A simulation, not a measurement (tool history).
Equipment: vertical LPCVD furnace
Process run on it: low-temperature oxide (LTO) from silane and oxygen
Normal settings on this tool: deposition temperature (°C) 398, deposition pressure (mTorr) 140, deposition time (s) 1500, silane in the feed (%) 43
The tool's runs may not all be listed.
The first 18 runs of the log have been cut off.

run     day  deposition temperature (°C)  deposition pressure (mTorr)  deposition time (s)  silane in the feed (%)  wafers since the last listed run  hours since the last temperature calibration  hours since the pressure gauge was zeroed  hours since the silane flow controller was replaced  hours since the gauge calibration  read-back reference wafer on the same gauge, thickness  film thickness on the monitor wafer in the middle of the boat (Å)
 19  11.638                          404                          115                 1500                      50                                81                                        1714.6                                        5.6                                               4744.4                               59.4                                                  140.89                                                             1651.4
 20  12.229                          398                          140                 1500                      43                               227                                        1728.8                                       19.8                                               4758.6                               73.6                                                  141.09                                                             1640.4
     13.317  -- thermocouples replaced and temperature profile calibrated
 21  13.338                          408                          155                  990                      49                                41                                           0.5                                       46.4                                               4785.2                              100.2                                                  140.96                                                             1455.4
 22  13.546                          398                          140                 1500                      43                                79                                           5.5                                       51.4                                               4790.2                              105.2                                                  141.03                                                             1583.1
     14.604  -- silane flow controller replaced
 23  14.625                          398                          140                 1500                      43                                30                                          31.4                                       77.3                                                  0.5                              131.1                                                  141.05                                                             1574.2
 24  14.833                          410                          140                 1500                      43                                79                                          36.4                                       82.3                                                  5.5                              136.1                                                  140.98                                                               1801
 25   15.45                          398                          140                 1500                      43                               236                                          51.2                                       97.1                                                 20.3                              150.9                                                  141.12                                                               1582
 26  16.138                          391                          155                 1800                      43                               263                                          67.7                                      113.6                                                 36.8                              167.4                                                  141.19                                                             1948.9
 27  16.612                          405                          120                 1500                      46                               182                                          79.1                                        125                                                 48.2                              178.8                                                  141.01                                                             1567.3
 28  17.033                          392                          140                 2100                      43                               161                                          89.2                                      135.1                                                 58.3                              188.9                                                  141.05                                                             2072.8
 29    17.7                          398                          140                 1500                      43                               255                                         105.2                                      151.1                                                 74.3                              204.9                                                     141                                                             1574.3
 30   18.05                          393                          140                 1500                      50                               134                                         113.6                                      159.5                                                 82.7                              213.3                                                  141.01                                                             1743.1
 31    18.5                          398                          170                  960                      49                               172                                         124.4                                      170.3                                                 93.5                              224.1                                                  140.93                                                             1405.8
 32   19.25                          401                          140                 1170                      43                               287                                         142.4                                      188.3                                                111.5                              242.1                                                  140.95                                                             1274.4

Alternative continuations, all from the tool just after run 32; predict every row:
  A  19.462                          398                          140                 1500                      43                                81                                         147.5                                      193.4                                                116.6                              247.2                                                       ?                                                                  ?
  B  19.462                          392                          140                 1500                      43                                81                                         147.5                                      193.4                                                116.6                              247.2                                                       ?                                                                  ?
  C  19.462                          387                          140                 1500                      43                                81                                         147.5                                      193.4                                                116.6                              247.2                                                       ?                                                                  ?

run  read-back reference wafer on the same gauge, thickness  film thickness on the monitor wafer in the middle of the boat (Å)
  A                                                  140.94                                                             1579.7
  B                                                  140.94                                                             1479.1
  C                                                  140.94                                                             1398.4
What these runs would have given with no unlogged condition in the tool:
run  film thickness on the monitor wafer in the middle of the boat (Å)
  A                                                             1572.2
  B                                                             1471.9
  C                                                             1391.5
